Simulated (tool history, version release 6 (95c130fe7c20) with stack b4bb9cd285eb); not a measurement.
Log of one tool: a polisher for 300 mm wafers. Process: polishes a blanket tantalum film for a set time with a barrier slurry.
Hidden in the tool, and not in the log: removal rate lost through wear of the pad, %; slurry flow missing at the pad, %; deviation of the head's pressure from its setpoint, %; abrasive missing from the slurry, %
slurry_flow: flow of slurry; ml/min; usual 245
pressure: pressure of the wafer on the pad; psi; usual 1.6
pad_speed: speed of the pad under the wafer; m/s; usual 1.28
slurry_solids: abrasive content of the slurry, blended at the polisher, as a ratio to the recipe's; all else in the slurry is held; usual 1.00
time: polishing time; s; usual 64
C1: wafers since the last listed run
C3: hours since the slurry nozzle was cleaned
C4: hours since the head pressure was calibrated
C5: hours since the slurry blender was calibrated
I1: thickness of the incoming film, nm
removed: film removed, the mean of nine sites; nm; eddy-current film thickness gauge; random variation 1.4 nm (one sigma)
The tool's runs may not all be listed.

Run 1, day 0.000: usual settings; C1 0; wafers polished on this pad 898; C3 427.6; C4 189.5; C5 85.5; I1 360.0. Result: removed 90.4 nm.
Run 2, day 2.567: usual settings; C1 819; wafers polished on this pad 1718; C3 489.2; C4 251.1; C5 147.1; I1 355.7. Result: removed 90.5 nm.
Run 3, day 4.350: usual settings; C1 569; wafers polished on this pad 2287; C3 532.0; C4 293.9; C5 189.9; I1 353.6. Result: removed 89.4 nm.
Run 4, day 6.358: usual settings; C1 641; wafers polished on this pad 2929; C3 580.2; C4 342.1; C5 238.1; I1 365.6. Result: removed 90.0 nm.
Run 5, day 7.958: usual settings; C1 510; wafers polished on this pad 3439; C3 618.6; C4 380.5; C5 276.5; I1 354.1. Result: removed 90.2 nm.
At day 8.454: worn pad replaced by a new one.
Run 6, day 9.258: usual settings; C1 361; wafers polished on this pad 256; C3 649.8; C4 411.7; C5 307.7; I1 355.8. Result: removed 89.8 nm.
At day 9.583: slurry blender recalibrated.
Run 7, day 10.696: usual settings; C1 432; wafers polished on this pad 688; C3 684.3; C4 446.2; C5 26.7; I1 362.3. Result: removed 88.9 nm.
At day 13.171: slurry nozzle cleaned.
Run 8, day 13.392: usual settings; C1 847; wafers polished on this pad 1536; C3 5.3; C4 510.9; C5 91.4; I1 359.9. Result: removed 94.8 nm.
Run 9, day 18.283: usual settings; C1 1561; wafers polished on this pad 3098; C3 122.7; C4 628.3; C5 208.8; I1 354.8. Result: removed 93.9 nm.
Run 10, day 19.429: usual settings; C1 365; wafers polished on this pad 3463; C3 150.2; C4 655.8; C5 236.3; I1 357.7. Result: removed 94.1 nm.
At day 19.992: worn pad replaced by a new one, of another model than before.
At day 21.708: head pressure recalibrated.
Run 11, day 23.262: usual settings; C1 1144; wafers polished on this pad 1017; C3 242.2; C4 37.3; C5 328.3; I1 365.2. Result: removed 92.7 nm.
At day 27.100: slurry blender recalibrated.
Run 12, day 29.767: usual settings; C1 2050; wafers polished on this pad 3068; C3 398.3; C4 193.4; C5 64.0; I1 358.1. Result: removed 86.3 nm.
At day 31.292: worn pad replaced by a new one.
Run 13, day 32.025: usual settings; C1 667; wafers polished on this pad 234; C3 452.5; C4 247.6; C5 118.2; I1 358.4. Result: removed 85.1 nm.
Run 14, day 35.017: usual settings but slurry_flow 190 ml/min, pad_speed 1.52 m/s; C1 955; wafers polished on this pad 1189; C3 524.3; C4 319.4; C5 190.0; I1 354.0. Result: removed 73.2 nm.
Run 15, day 37.058: usual settings but slurry_solids 1.10, time 43 s; C1 651; wafers polished on this pad 1841; C3 573.3; C4 368.4; C5 239.0; I1 356.3. Result: removed 53.5 nm.
Run 16, day 38.600: usual settings; C1 492; wafers polished on this pad 2334; C3 610.3; C4 405.4; C5 276.0; I1 366.9. Result: removed 76.9 nm.
Run 17, day 39.712: usual settings but slurry_flow 180 ml/min, pressure 1.9 psi, pad_speed 0.96 m/s, time 80 s; C1 355; wafers polished on this pad 2689; C3 637.0; C4 432.1; C5 302.7; I1 365.9. Result: removed 65.2 nm.
At day 42.429: worn pad replaced by a new one.
Run 18, day 42.700: usual settings; C1 900; wafers polished on this pad 85; C3 708.7; C4 503.8; C5 374.4; I1 360.8. Result: removed 62.5 nm.
At day 43.067: slurry blender recalibrated.
Run 19, day 45.408: usual settings but slurry_flow 270 ml/min, time 85 s; C1 838; wafers polished on this pad 924; C3 773.7; C4 568.8; C5 56.2; I1 359.6. Result: removed 75.7 nm.
At day 47.188: slurry nozzle cleaned.
Run 20, day 47.712: usual settings; C1 722; wafers polished on this pad 1646; C3 12.6; C4 624.1; C5 111.5; I1 363.6. Result: removed 93.3 nm.
Run 21, day 49.646: usual settings but slurry_flow 325 ml/min; C1 617; wafers polished on this pad 2263; C3 59.0; C4 670.5; C5 157.9; I1 362.6. Result: removed 96.9 nm.
Run 22, day 51.542: usual settings; C1 605; wafers polished on this pad 2869; C3 104.5; C4 716.0; C5 203.4; I1 362.4. Result: removed 93.2 nm.
Run 23, day 52.729: usual settings but slurry_solids 1.30; C1 379; wafers polished on this pad 3248; C3 133.0; C4 744.5; C5 231.9; I1 363.0. Result: removed 97.4 nm.
At day 54.158: worn pad replaced by a new one.
Run 24, day 54.667: usual settings but pressure 1.4 psi, slurry_solids 0.85; C1 565; wafers polished on this pad 162; C3 179.5; C4 791.0; C5 278.4; I1 355.6. Result: removed 79.6 nm.
At day 55.204: head pressure recalibrated.
Run 25, day 56.338: usual settings but slurry_flow 290 ml/min, pad_speed 1.58 m/s, slurry_solids 0.80; C1 506; wafers polished on this pad 669; C3 219.6; C4 27.2; C5 318.5; I1 363.0. Result: removed 96.9 nm.
At day 58.075: slurry blender recalibrated.
Run 26, day 58.592: usual settings but slurry_solids 1.15; C1 693; wafers polished on this pad 1362; C3 273.7; C4 81.3; C5 12.4; I1 356.8. Result: removed 90.3 nm.
Run 27, day 59.821: usual settings; C1 392; wafers polished on this pad 1755; C3 303.2; C4 110.8; C5 41.9; I1 362.6. Result: removed 87.7 nm.
Run 28, day 62.179: usual settings; C1 753; wafers polished on this pad 2508; C3 359.8; C4 167.4; C5 98.5; I1 354.0. Result: removed 86.3 nm.

Forecast each of these 3 alternatives for the next run:
Run A, day 62.196: usual settings; C1 5; wafers polished on this pad 2513; C3 360.2; C4 167.8; C5 98.9; I1 363.6. Result: removed ?.
Run B, day 62.196: usual settings but slurry_flow 275 ml/min, pressure 1.4 psi, pad_speed 1.48 m/s; C1 5; wafers polished on this pad 2513; C3 360.2; C4 167.8; C5 98.9; I1 363.6. Result: removed ?.
Run C, day 62.196: usual settings but pad_speed 1.10 m/s, slurry_solids 1.10; C1 5; wafers polished on this pad 2513; C3 360.2; C4 167.8; C5 98.9; I1 363.6. Result: removed ?.

run  removed
  A     84.5
  B     87.4
  C     80.9
Without the tool's hidden state the same runs would have given:
run  removed
  A     94.6
  B     95.9
  C     90.6

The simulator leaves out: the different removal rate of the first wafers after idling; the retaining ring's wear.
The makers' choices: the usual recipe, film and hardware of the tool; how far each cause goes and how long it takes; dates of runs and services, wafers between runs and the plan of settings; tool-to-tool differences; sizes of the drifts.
